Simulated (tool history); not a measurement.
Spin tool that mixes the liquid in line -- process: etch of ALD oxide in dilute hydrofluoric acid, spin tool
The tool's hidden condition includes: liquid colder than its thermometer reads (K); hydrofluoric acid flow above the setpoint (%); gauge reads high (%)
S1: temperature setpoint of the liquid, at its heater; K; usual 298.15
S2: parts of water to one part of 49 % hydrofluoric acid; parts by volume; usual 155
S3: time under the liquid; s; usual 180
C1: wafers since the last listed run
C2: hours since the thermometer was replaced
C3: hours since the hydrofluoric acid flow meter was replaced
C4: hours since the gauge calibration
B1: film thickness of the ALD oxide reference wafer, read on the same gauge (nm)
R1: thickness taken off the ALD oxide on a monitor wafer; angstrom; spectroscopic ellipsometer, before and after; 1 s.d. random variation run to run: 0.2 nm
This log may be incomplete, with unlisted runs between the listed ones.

Run 1, hour 0.0: usual settings but S1 295.15 K, S3 260 s; C1 0; C2 497.4; C3 784.1; C4 127.1; B1 140.02. Result: R1 250.9 angstrom.
Run 2, hour 25.9: usual settings but S1 295.15 K, S3 260 s; C1 132; C2 523.3; C3 810.0; C4 153.0; B1 139.99. Result: R1 250.4 angstrom.
Run 3, hour 69.4: usual settings; C1 222; C2 566.8; C3 853.5; C4 196.5; B1 140.00. Result: R1 192.4 angstrom.
Run 4, hour 121.2: usual settings; C1 265; C2 618.6; C3 905.3; C4 248.3; B1 139.99. Result: R1 190.0 angstrom.
Run 5, hour 192.3: usual settings but S3 110 s; C1 364; C2 689.7; C3 976.4; C4 319.4; B1 140.04. Result: R1 115.2 angstrom.
Run 6, hour 238.2: usual settings; C1 235; C2 735.6; C3 1022.3; C4 365.3; B1 140.03. Result: R1 187.6 angstrom.
Run 7, hour 266.9: usual settings but S2 115 parts by volume; C1 147; C2 764.3; C3 1051.0; C4 394.0; B1 139.98. Result: R1 271.3 angstrom.
Run 8, hour 316.7: usual settings but S2 115 parts by volume; C1 255; C2 814.1; C3 1100.8; C4 443.8; B1 139.99. Result: R1 262.7 angstrom.
Run 9, hour 358.4: usual settings but S3 155 s; C1 213; C2 855.8; C3 1142.5; C4 485.5; B1 139.98. Result: R1 162.2 angstrom.
At hour 380.4: thermometer replaced.
Run 10, hour 496.0: usual settings; C1 699; C2 115.6; C3 1280.1; C4 623.1; B1 140.00. Result: R1 202.6 angstrom.
Run 11, hour 525.3: usual settings; C1 150; C2 144.9; C3 1309.4; C4 652.4; B1 139.99. Result: R1 203.3 angstrom.
Run 12, hour 594.1: usual settings; C1 352; C2 213.7; C3 1378.2; C4 721.2; B1 139.98. Result: R1 198.2 angstrom.
Run 13, hour 624.8: usual settings but S1 296.65 K; C1 157; C2 244.4; C3 1408.9; C4 751.9; B1 140.01. Result: R1 190.5 angstrom.
Run 14, hour 696.8: usual settings but S2 220 parts by volume; C1 368; C2 316.4; C3 1480.9; C4 823.9; B1 139.95. Result: R1 130.6 angstrom.
Run 15, hour 763.0: usual settings but S3 75 s; C1 339; C2 382.6; C3 1547.1; C4 890.1; B1 140.00. Result: R1 81.3 angstrom.
Run 16, hour 814.0: usual settings; C1 261; C2 433.6; C3 1598.1; C4 941.1; B1 139.98. Result: R1 191.3 angstrom.
At hour 837.3: hydrofluoric acid flow meter replaced.
Run 17, hour 875.5: usual settings; C1 309; C2 495.1; C3 38.2; C4 1002.6; B1 139.94. Result: R1 194.0 angstrom.
At hour 896.1: gauge calibrated.
Run 18, hour 946.1: usual settings but S1 299.65 K, S2 75 parts by volume; C1 361; C2 565.7; C3 108.8; C4 50.0; B1 140.02. Result: R1 470.8 angstrom.
Run 19, hour 975.5: usual settings but S3 130 s; C1 150; C2 595.1; C3 138.2; C4 79.4; B1 139.99. Result: R1 138.4 angstrom.
Run 20, hour 1039.5: usual settings but S2 185 parts by volume; C1 327; C2 659.1; C3 202.2; C4 143.4; B1 140.04. Result: R1 157.4 angstrom.
Run 21, hour 1077.3: usual settings; C1 193; C2 696.9; C3 240.0; C4 181.2; B1 140.02. Result: R1 187.8 angstrom.
Run 22, hour 1139.5: usual settings; C1 318; C2 759.1; C3 302.2; C4 243.4; B1 140.03. Result: R1 189.3 angstrom.
Run 23, hour 1179.8: usual settings but S1 296.65 K, S2 180 parts by volume, S3 140 s; C1 206; C2 799.4; C3 342.5; C4 283.7; B1 140.01. Result: R1 115.4 angstrom.
At hour 1181.5: thermometer replaced.
Run 24, hour 1208.7: usual settings but S1 300.65 K, S2 225 parts by volume, S3 115 s; C1 142; C2 27.2; C3 371.4; C4 312.6; B1 139.99. Result: R1 89.1 angstrom.

Below are 5 alternative next runs, each starting from the tool's condition after run 24. Predict each:
Run A, hour 1209.2: usual settings; C1 2; C2 27.7; C3 371.9; C4 313.1; B1 ?. Result: R1 ?.
Run B, hour 1209.2: usual settings but S2 175 parts by volume, S3 255 s; C1 2; C2 27.7; C3 371.9; C4 313.1; B1 ?. Result: R1 ?.
Run C, hour 1209.2: usual settings but S3 225 s; C1 2; C2 27.7; C3 371.9; C4 313.1; B1 ?. Result: R1 ?.
Run D, hour 1209.2: usual settings but S2 235 parts by volume, S3 70 s; C1 2; C2 27.7; C3 371.9; C4 313.1; B1 ?. Result: R1 ?.
Run E, hour 1209.2: usual settings but S2 95 parts by volume; C1 2; C2 27.7; C3 371.9; C4 313.1; B1 ?. Result: R1 ?.

run      B1     R1
  A  139.98  200.2
  B  139.98  245.5
  C  139.98  250.2
  D  139.98   47.0
  E  139.98  351.0
What these runs would have given with no unlogged condition in the tool:
run     R1
  A  202.7
  B  248.5
  C  253.4
  D   47.6
  E  355.6
